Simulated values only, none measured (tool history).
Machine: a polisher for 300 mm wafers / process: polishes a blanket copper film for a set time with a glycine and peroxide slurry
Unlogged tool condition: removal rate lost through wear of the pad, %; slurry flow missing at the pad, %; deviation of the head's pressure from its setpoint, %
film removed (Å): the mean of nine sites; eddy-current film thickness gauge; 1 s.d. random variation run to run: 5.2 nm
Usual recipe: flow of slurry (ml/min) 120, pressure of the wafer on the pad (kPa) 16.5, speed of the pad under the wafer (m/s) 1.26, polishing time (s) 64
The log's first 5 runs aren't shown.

| run | hour | flow of slurry (ml/min) | pressure of the wafer on the pad (kPa) | speed of the pad under the wafer (m/s) | polishing time (s) | wafers since the last listed run | wafers polished on this pad | hours since the slurry nozzle was cleaned | hours since the head pressure was calibrated | incoming thickness of the incoming film, nm | film removed (Å) |
|---|---|---|---|---|---|---|---|---|---|---|---|
|  | 369.2 | head pressure recalibrated |
| 6 | 413.7 | 120 | 17.9 | 1.26 | 64 | 558 | 2860 | 631.6 | 44.5 | 1941.7 | 3749 |
|  | 442 | slurry nozzle cleaned |
| 7 | 452 | 120 | 16.5 | 1.26 | 64 | 265 | 3125 | 10 | 82.8 | 1943.9 | 3510 |
|  | 488.2 | worn pad replaced by a new one |
| 8 | 540.8 | 120 | 16.5 | 1.26 | 64 | 603 | 374 | 98.8 | 171.6 | 1966.9 | 3812 |
| 9 | 643 | 120 | 16.5 | 1.26 | 64 | 727 | 1102 | 201 | 273.8 | 1941.8 | 3852 |
| 10 | 680.3 | 120 | 16.5 | 1.26 | 64 | 265 | 1368 | 238.3 | 311.1 | 1995.2 | 3774 |
| 11 | 739.4 | 120 | 16.5 | 1.26 | 64 | 420 | 1788 | 297.4 | 370.2 | 1987 | 3700 |
| 12 | 819.8 | 120 | 16.5 | 1.26 | 64 | 572 | 2361 | 377.8 | 450.6 | 1932.2 | 3648 |
| 13 | 882.3 | 120 | 16.5 | 1.26 | 64 | 444 | 2806 | 440.3 | 513.1 | 1963.9 | 3485 |
| 14 | 947.9 | 120 | 16.5 | 1.26 | 64 | 467 | 3273 | 505.9 | 578.7 | 1990.9 | 3531 |
|  | 971.1 | head pressure recalibrated |
|  | 1038.5 | worn pad replaced by a new one |
| 15 | 1045 | 120 | 16.5 | 1.12 | 50 | 648 | 46 | 603 | 73.9 | 1937.5 | 2689 |
|  | 1133.8 | slurry nozzle cleaned |
| 16 | 1149 | 120 | 16.5 | 1.12 | 50 | 733 | 779 | 15.2 | 177.9 | 1953.3 | 2665 |
| 17 | 1200.5 | 120 | 16.5 | 1.26 | 74 | 366 | 1146 | 66.7 | 229.4 | 1969.8 | 4246 |
| 18 | 1283.5 | 120 | 19.3 | 1.16 | 64 | 590 | 1737 | 149.7 | 312.4 | 1958.9 | 3804 |
| 19 | 1354.6 | 120 | 16.5 | 0.92 | 64 | 506 | 2243 | 220.8 | 383.5 | 1948.2 | 2879 |
| 20 | 1433.1 | 155 | 16.5 | 1.26 | 64 | 558 | 2802 | 299.3 | 462 | 1944.9 | 3719 |
|  | 1475.1 | head pressure recalibrated |
| 21 | 1482.7 | 120 | 18.6 | 1.26 | 64 | 338 | 3141 | 348.9 | 7.6 | 1975.9 | 3862 |
| 22 | 1543.8 | 120 | 22.1 | 1.26 | 64 | 435 | 3576 | 410 | 68.7 | 1987.4 | 4346 |
| 23 | 1580.7 | 120 | 16.5 | 1.02 | 64 | 262 | 3839 | 446.9 | 105.6 | 1961.9 | 2810 |
| 24 | 1620.5 | 140 | 13.8 | 0.86 | 64 | 283 | 4122 | 486.7 | 145.4 | 1969.9 | 2262 |
|  | 1634.3 | worn pad replaced by a new one |
| 25 | 1699 | 85 | 14.5 | 1.26 | 44 | 530 | 460 | 565.2 | 223.9 | 1968.6 | 2234 |
| 26 | 1806.6 | 120 | 16.5 | 1.26 | 64 | 766 | 1226 | 672.8 | 331.5 | 1915.5 | 3736 |
| 27 | 1865.6 | 105 | 20 | 1.06 | 64 | 420 | 1646 | 731.8 | 390.5 | 1950.4 | 3556 |

What will run 28 give?
|  | 1922.7 | slurry nozzle cleaned |
| 28 | 1923.3 | 120 | 12.4 | 1.26 | 64 | 403 | 2050 | 0.6 | 448.2 | 1947.9 | ? |

{"run 28": {"film removed (Å)": 3009}}
Take away the tool's hidden state, keep the run-to-run variation as it was, and the same run would have given film removed (Å) 3104.

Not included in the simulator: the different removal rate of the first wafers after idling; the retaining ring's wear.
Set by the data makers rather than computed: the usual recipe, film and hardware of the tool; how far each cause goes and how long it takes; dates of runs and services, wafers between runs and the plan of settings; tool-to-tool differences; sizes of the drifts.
